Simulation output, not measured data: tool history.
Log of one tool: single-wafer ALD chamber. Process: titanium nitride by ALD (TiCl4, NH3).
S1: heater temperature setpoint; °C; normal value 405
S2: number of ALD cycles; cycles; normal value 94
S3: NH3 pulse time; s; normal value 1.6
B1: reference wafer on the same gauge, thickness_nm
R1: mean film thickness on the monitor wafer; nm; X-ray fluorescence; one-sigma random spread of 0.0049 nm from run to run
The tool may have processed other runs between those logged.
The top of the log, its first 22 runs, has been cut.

| run | hour | S1 | S2 | S3 | B1 | R1 |
|---|---|---|---|---|---|---|
| 23 | 535 | 405 | 94 | 1.6 | 2.131 | 1.929 |
| 24 | 547.7 | 398 | 79 | 1.94 | 2.131 | 1.614 |
| 25 | 579.8 | 405 | 112 | 1.6 | 2.127 | 2.295 |
| 26 | 594.1 | 400 | 105 | 1.13 | 2.125 | 2.121 |
| 27 | 643.2 | 405 | 94 | 1.6 | 2.125 | 1.924 |
| 28 | 657.1 | 405 | 94 | 1.6 | 2.123 | 1.928 |
| 29 | 679.8 | 405 | 94 | 1.6 | 2.121 | 1.92 |
|  | 743.5 | showerhead replaced |
| 30 | 758.4 | 409 | 94 | 2.18 | 2.118 | 1.935 |
| 31 | 786.8 | 405 | 94 | 1.6 | 2.118 | 1.917 |
| 32 | 816.4 | 397 | 112 | 1.82 | 2.116 | 2.289 |
| 33 | 833.3 | 391 | 85 | 1.05 | 2.117 | 1.685 |
| 34 | 848 | 419 | 76 | 1.6 | 2.116 | 1.562 |
| 35 | 882.9 | 405 | 81 | 1.6 | 2.114 | 1.643 |
| 36 | 918.6 | 405 | 86 | 1.6 | 2.113 | 1.76 |
| 37 | 949.3 | 405 | 94 | 1.6 | 2.115 | 1.901 |
| 38 | 962.6 | 405 | 94 | 1.6 | 2.112 | 1.912 |
| 39 | 981.4 | 401 | 94 | 1.22 | 2.114 | 1.896 |

Below are 4 alternative next runs, each starting from the tool's condition after run 39. Predict each:
| A | 982 | 405 | 94 | 1.6 | ? | ? |
| B | 982 | 399 | 94 | 1.6 | ? | ? |
| C | 982 | 405 | 89 | 1.6 | ? | ? |
| D | 982 | 405 | 103 | 1.6 | ? | ? |

| run | B1 | R1 |
|---|---|---|
| A | 2.113 | 1.911 |
| B | 2.113 | 1.902 |
| C | 2.113 | 1.809 |
| D | 2.113 | 2.094 |
With no hidden state in the tool, these same runs would have given:
| run | R1 |
|---|---|
| A | 1.944 |
| B | 1.936 |
| C | 1.841 |
| D | 2.131 |

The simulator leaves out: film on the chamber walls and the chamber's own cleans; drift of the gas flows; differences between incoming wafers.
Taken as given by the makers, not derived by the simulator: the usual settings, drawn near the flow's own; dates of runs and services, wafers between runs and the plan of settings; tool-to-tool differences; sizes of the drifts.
